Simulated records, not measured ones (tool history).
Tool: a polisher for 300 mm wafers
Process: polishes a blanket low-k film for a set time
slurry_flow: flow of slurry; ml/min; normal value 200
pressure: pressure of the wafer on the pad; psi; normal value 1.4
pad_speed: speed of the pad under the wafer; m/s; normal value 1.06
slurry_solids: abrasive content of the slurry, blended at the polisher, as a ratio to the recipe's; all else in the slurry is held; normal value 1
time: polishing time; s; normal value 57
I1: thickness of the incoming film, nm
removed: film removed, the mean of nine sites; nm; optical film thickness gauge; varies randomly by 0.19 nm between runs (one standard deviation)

{"run": 1, "day": 0.0, "slurry_flow": 200, "pressure": 1.4, "pad_speed": 1.06, "slurry_solids": 1, "time": 57, "I1": 406.7, "removed": 15.6}
{"run": 2, "day": 1.992, "slurry_flow": 200, "pressure": 1.4, "pad_speed": 1.06, "slurry_solids": 1.2, "time": 57, "I1": 413.5, "removed": 17}
{"day": 2.908, "done": "worn pad replaced by a new one"}
{"day": 6.883, "done": "slurry nozzle cleaned"}
{"day": 7.35, "done": "slurry blender recalibrated"}
{"run": 3, "day": 8.342, "slurry_flow": 200, "pressure": 1.4, "pad_speed": 1.06, "slurry_solids": 1.2, "time": 57, "I1": 413.4, "removed": 17.8}
{"run": 4, "day": 11.154, "slurry_flow": 200, "pressure": 1.4, "pad_speed": 1.06, "slurry_solids": 1.2, "time": 57, "I1": 403.2, "removed": 17.5}
{"run": 5, "day": 14.1, "slurry_flow": 200, "pressure": 1.4, "pad_speed": 1.06, "slurry_solids": 1, "time": 57, "I1": 412.9, "removed": 15.3}
{"day": 16.112, "done": "conditioning disc replaced and pad reconditioned"}
{"run": 6, "day": 16.471, "slurry_flow": 245, "pressure": 1.1, "pad_speed": 1.42, "slurry_solids": 1, "time": 65, "I1": 415.7, "removed": 18}
{"run": 7, "day": 17.717, "slurry_flow": 200, "pressure": 1.4, "pad_speed": 1.06, "slurry_solids": 1, "time": 57, "I1": 407.8, "removed": 15.6}
{"day": 18.333, "done": "worn pad replaced by a new one"}
{"run": 8, "day": 19.775, "slurry_flow": 200, "pressure": 1.4, "pad_speed": 1.06, "slurry_solids": 1, "time": 57, "I1": 404.3, "removed": 16.7}
{"run": 9, "day": 22.354, "slurry_flow": 180, "pressure": 1.6, "pad_speed": 0.94, "slurry_solids": 1, "time": 57, "I1": 417, "removed": 16.2}
{"day": 23.467, "done": "head pressure recalibrated"}
{"run": 10, "day": 24.279, "slurry_flow": 180, "pressure": 1.6, "pad_speed": 0.94, "slurry_solids": 1, "time": 57, "I1": 407.8, "removed": 16}
{"run": 11, "day": 26.275, "slurry_flow": 200, "pressure": 1.4, "pad_speed": 0.78, "slurry_solids": 1, "time": 57, "I1": 416.4, "removed": 12.8}
{"day": 26.483, "done": "slurry nozzle cleaned"}
{"day": 27.496, "done": "slurry blender recalibrated"}
{"run": 12, "day": 27.675, "slurry_flow": 200, "pressure": 1.4, "pad_speed": 1.06, "slurry_solids": 1, "time": 47, "I1": 403.8, "removed": 12.7}
{"run": 13, "day": 28.95, "slurry_flow": 200, "pressure": 1.4, "pad_speed": 1.06, "slurry_solids": 1.25, "time": 57, "I1": 412.4, "removed": 17.9}
{"run": 14, "day": 30.192, "slurry_flow": 200, "pressure": 1.4, "pad_speed": 1.06, "slurry_solids": 1.2, "time": 57, "I1": 419.5, "removed": 17.2}
{"run": 15, "day": 31.788, "slurry_flow": 180, "pressure": 1.6, "pad_speed": 0.94, "slurry_solids": 1, "time": 57, "I1": 414.2, "removed": 15.7}
{"day": 34.017, "done": "conditioning disc replaced and pad reconditioned"}
{"run": 16, "day": 34.588, "slurry_flow": 200, "pressure": 1.4, "pad_speed": 1.06, "slurry_solids": 1, "time": 75, "I1": 412.2, "removed": 20}
{"day": 34.858, "done": "worn pad replaced by a new one"}
{"run": 17, "day": 36.392, "slurry_flow": 145, "pressure": 1.6, "pad_speed": 1.06, "slurry_solids": 1.1, "time": 57, "I1": 404.4, "removed": 18.8}
{"run": 18, "day": 39.079, "slurry_flow": 200, "pressure": 1, "pad_speed": 0.94, "slurry_solids": 1.3, "time": 57, "I1": 402.6, "removed": 13.6}
{"run": 19, "day": 40.883, "slurry_flow": 200, "pressure": 1.4, "pad_speed": 0.7, "slurry_solids": 1, "time": 57, "I1": 406.6, "removed": 12.2}
{"run": 20, "day": 43.083, "slurry_flow": 200, "pressure": 1.8, "pad_speed": 1.06, "slurry_solids": 1, "time": 57, "I1": 401.8, "removed": 19.6}
{"day": 44.571, "done": "slurry blender recalibrated"}
{"run": 21, "day": 45.417, "slurry_flow": 235, "pressure": 1.4, "pad_speed": 0.94, "slurry_solids": 1, "time": 57, "I1": 415.3, "removed": 14.6}
{"day": 45.879, "done": "slurry nozzle cleaned"}
{"run": 22, "day": 47.504, "slurry_flow": 200, "pressure": 1, "pad_speed": 1.16, "slurry_solids": 1, "time": 57, "I1": 401.6, "removed": 12.4}
{"run": 23, "day": 48.896, "slurry_flow": 200, "pressure": 1.4, "pad_speed": 1.06, "slurry_solids": 1, "time": 57, "I1": 415, "removed": 15.4}

Forecast run 24:
{"run": 24, "day": 50.6, "slurry_flow": 160, "pressure": 1.4, "pad_speed": 1.06, "slurry_solids": 1, "time": 47, "I1": 413.8, "removed": "?"}

Run 24 produced removed 12 nm.
With the hidden condition absent and the run-to-run variation left alone, this run would have shown removed 13.3 nm.
